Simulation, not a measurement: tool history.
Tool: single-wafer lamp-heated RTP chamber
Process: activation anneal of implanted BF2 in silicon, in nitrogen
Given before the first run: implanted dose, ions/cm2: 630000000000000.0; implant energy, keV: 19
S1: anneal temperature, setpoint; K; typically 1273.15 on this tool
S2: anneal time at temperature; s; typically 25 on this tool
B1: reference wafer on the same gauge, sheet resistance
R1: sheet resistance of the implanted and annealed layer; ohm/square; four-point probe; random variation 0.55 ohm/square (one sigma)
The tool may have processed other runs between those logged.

run,hour,S1,S2,B1,R1
1,0,1273.15,25,242.94,228.88
2,15,1273.15,25,243.01,227.68
3,29.6,1273.15,25,242.98,227.58
4,54.8,1273.15,25,243,227.52
# hour 63: pyrometer window cleaned and pyrometer calibrated
5,81.6,1273.15,25,242.93,227.04
# hour 159.2: pyrometer window cleaned and pyrometer calibrated
6,171.6,1273.15,25,243.04,227.09
7,188.5,1273.15,25,243.07,227.64
# hour 222.2: gauge calibrated
8,222.6,1273.15,25,243.11,226.68
9,243.1,1273.15,25,243.03,227.87
# hour 255.1: pyrometer window cleaned and pyrometer calibrated
10,270.9,1273.15,10,243.1,241.8
11,306.1,1273.15,25,243.05,227.15
12,338.1,1255.15,33,243.09,238
# hour 364.1: pyrometer window cleaned and pyrometer calibrated
13,373.5,1250.15,39,243.05,239.83
# hour 384.5: reflector plate cleaned
14,433.9,1252.15,39,243.1,239.64
15,446.3,1262.15,29,242.91,235.84
# hour 459.9: pyrometer window cleaned and pyrometer calibrated
16,480.5,1255.15,33,242.94,240.37
17,507.8,1289.15,12,243.12,228.56
18,537,1273.15,25,243.2,228.3

Consider 5 possible next runs. They are alternatives, not a sequence: every one starts from the tool as it was left by run 18. What does each give?
A,537.4,1273.15,25,?,?
B,537.4,1292.15,38,?,?
C,537.4,1298.15,36,?,?
D,537.4,1260.15,25,?,?
E,537.4,1252.15,19,?,?

run,B1,R1
A,242.85,228.73
B,242.85,209.43
C,242.85,207.18
D,242.85,240.2
E,242.85,254.41
Had the tool no hidden state, the same runs would have come out as:
run,R1
A,230.82
B,210.9
C,208.48
D,242.89
E,257.79
